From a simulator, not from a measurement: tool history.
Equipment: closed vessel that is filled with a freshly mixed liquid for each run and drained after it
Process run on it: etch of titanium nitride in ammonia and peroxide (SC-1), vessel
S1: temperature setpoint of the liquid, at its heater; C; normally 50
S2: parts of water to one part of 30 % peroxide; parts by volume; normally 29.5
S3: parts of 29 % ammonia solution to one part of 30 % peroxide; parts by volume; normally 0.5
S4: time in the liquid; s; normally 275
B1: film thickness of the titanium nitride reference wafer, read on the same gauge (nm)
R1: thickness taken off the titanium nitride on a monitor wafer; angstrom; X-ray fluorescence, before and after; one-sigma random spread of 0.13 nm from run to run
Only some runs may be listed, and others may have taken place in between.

| run | day | S1 | S2 | S3 | S4 | B1 | R1 |
|---|---|---|---|---|---|---|---|
| 1 | 0 | 50 | 34 | 0.4 | 275 | 40.02 | 173.7 |
| 2 | 2.679 | 50 | 34 | 0.4 | 275 | 40 | 174.5 |
|  | 4.592 | new drum of ammonia solution connected |
| 3 | 5.221 | 50 | 29.5 | 0.5 | 275 | 40.02 | 199 |
| 4 | 7.408 | 50 | 29.5 | 0.5 | 275 | 40.03 | 199.5 |
| 5 | 10.008 | 50 | 29.5 | 0.5 | 275 | 40.01 | 198.4 |
| 6 | 11.242 | 50 | 29.5 | 0.5 | 275 | 39.99 | 201.8 |
|  | 12.942 | gauge calibrated |
| 7 | 13.617 | 50 | 29.5 | 0.5 | 275 | 40.01 | 201 |
| 8 | 16.088 | 50 | 29.5 | 0.5 | 275 | 39.95 | 200.1 |
| 9 | 17.417 | 50 | 29.5 | 0.5 | 275 | 40.02 | 202.6 |
| 10 | 20.358 | 50 | 29.5 | 0.5 | 275 | 40.02 | 204.5 |
| 11 | 22.458 | 50 | 29.5 | 0.5 | 155 | 40.04 | 113.9 |
| 12 | 24.275 | 50 | 29.5 | 0.65 | 275 | 39.96 | 215.6 |
| 13 | 26.275 | 50 | 29.5 | 0.5 | 275 | 39.98 | 206 |
|  | 27.2 | ammonia flow meter replaced |
| 14 | 27.433 | 42 | 29.5 | 0.3 | 425 | 39.97 | 163.6 |
| 15 | 28.883 | 50 | 29.5 | 0.5 | 275 | 40.03 | 206.8 |
| 16 | 31.046 | 53 | 22.5 | 0.3 | 350 | 40.04 | 344.9 |
| 17 | 32.962 | 50 | 21 | 0.5 | 370 | 39.98 | 338.6 |
|  | 33.196 | thermometer replaced |
| 18 | 34.192 | 47.5 | 29.5 | 0.75 | 275 | 39.97 | 171.4 |
| 19 | 35.712 | 47.5 | 29.5 | 0.75 | 275 | 40 | 170.5 |
| 20 | 37.242 | 57 | 16.5 | 0.75 | 390 | 40 | 644.6 |
|  | 39.775 | new drum of ammonia solution connected |
| 21 | 43.608 | 59 | 16 | 0.5 | 275 | 40 | 493 |
| 22 | 45.233 | 50 | 18 | 0.5 | 125 | 39.98 | 115.8 |
| 23 | 47.862 | 50 | 16.5 | 0.5 | 275 | 39.98 | 265.5 |
| 24 | 50.5 | 50 | 29.5 | 0.5 | 275 | 40 | 191.6 |
| 25 | 51.592 | 50 | 29.5 | 0.5 | 275 | 40.03 | 194.2 |
| 26 | 52.804 | 57 | 29.5 | 0.45 | 375 | 39.99 | 413.2 |
| 27 | 55.538 | 50 | 29.5 | 0.5 | 275 | 40.01 | 192 |

Forecast each of these 5 alternatives for the next run:
| A | 55.567 | 50 | 29.5 | 0.5 | 275 | ? | ? |
| B | 55.567 | 50 | 40.5 | 0.5 | 120 | ? | ? |
| C | 55.567 | 50 | 18.5 | 0.65 | 275 | ? | ? |
| D | 55.567 | 45.5 | 15.5 | 0.65 | 275 | ? | ? |
| E | 55.567 | 56 | 39.5 | 0.5 | 385 | ? | ? |

| run | B1 | R1 |
|---|---|---|
| A | 39.96 | 193.7 |
| B | 39.96 | 70.5 |
| C | 39.96 | 264.4 |
| D | 39.96 | 212.1 |
| E | 39.96 | 345.3 |
Take away the tool's hidden state, keep each run's random variation, and the runs would have read:
| run | R1 |
|---|---|
| A | 186.8 |
| B | 67.9 |
| C | 255 |
| D | 204.4 |
| E | 333.4 |

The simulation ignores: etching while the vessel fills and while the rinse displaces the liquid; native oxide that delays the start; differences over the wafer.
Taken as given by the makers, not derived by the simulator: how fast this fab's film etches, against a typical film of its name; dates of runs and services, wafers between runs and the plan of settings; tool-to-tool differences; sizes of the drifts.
